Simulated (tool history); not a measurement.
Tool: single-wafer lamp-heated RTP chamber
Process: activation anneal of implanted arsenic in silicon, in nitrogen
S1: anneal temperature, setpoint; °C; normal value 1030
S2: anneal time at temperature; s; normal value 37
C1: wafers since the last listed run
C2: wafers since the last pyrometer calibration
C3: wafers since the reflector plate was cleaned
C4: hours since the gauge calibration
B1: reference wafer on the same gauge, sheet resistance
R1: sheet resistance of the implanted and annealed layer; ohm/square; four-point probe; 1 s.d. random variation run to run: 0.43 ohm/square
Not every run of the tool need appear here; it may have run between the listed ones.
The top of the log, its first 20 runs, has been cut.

run     day    S1  S2   C1    C2    C3     C4     B1      R1
 21  12.383  1058  21  110   305   130  215.5  90.09   98.93
 22  12.992  1030  37  124   430   255  230.1  90.07  100.00
 23  13.317  1015  26   66   496   321  237.9  90.08  105.55
 24  14.054  1015  45  151   648   473  255.6  89.92  101.04
 25  14.758  1048  31  144   792   617  272.5  89.95   97.84
     15.004  -- gauge calibrated
 26  15.238  1017  57   98   891   716    5.6  90.12   98.79
 27  15.750  1053  37  105   996   821   17.9  89.86   94.23
 28  16.271  1030  37  106  1103   928   30.4  89.96   99.06
 29  16.812  1030  37  111  1214  1039   43.4  89.98   99.95
 30  17.292  1038  57   98  1312  1138   54.9  89.93   94.39
 31  17.808  1030  55  106  1418  1244   67.3  90.01   95.63

Predict the results of run 32:
 32  18.317  1014  54  104  1523  1348  79.5   ?   ?

Run 32 yielded B1 90.13, R1 99.86 ohm/square.
Without the tool's hidden state the same run would have given R1 101.45 ohm/square.

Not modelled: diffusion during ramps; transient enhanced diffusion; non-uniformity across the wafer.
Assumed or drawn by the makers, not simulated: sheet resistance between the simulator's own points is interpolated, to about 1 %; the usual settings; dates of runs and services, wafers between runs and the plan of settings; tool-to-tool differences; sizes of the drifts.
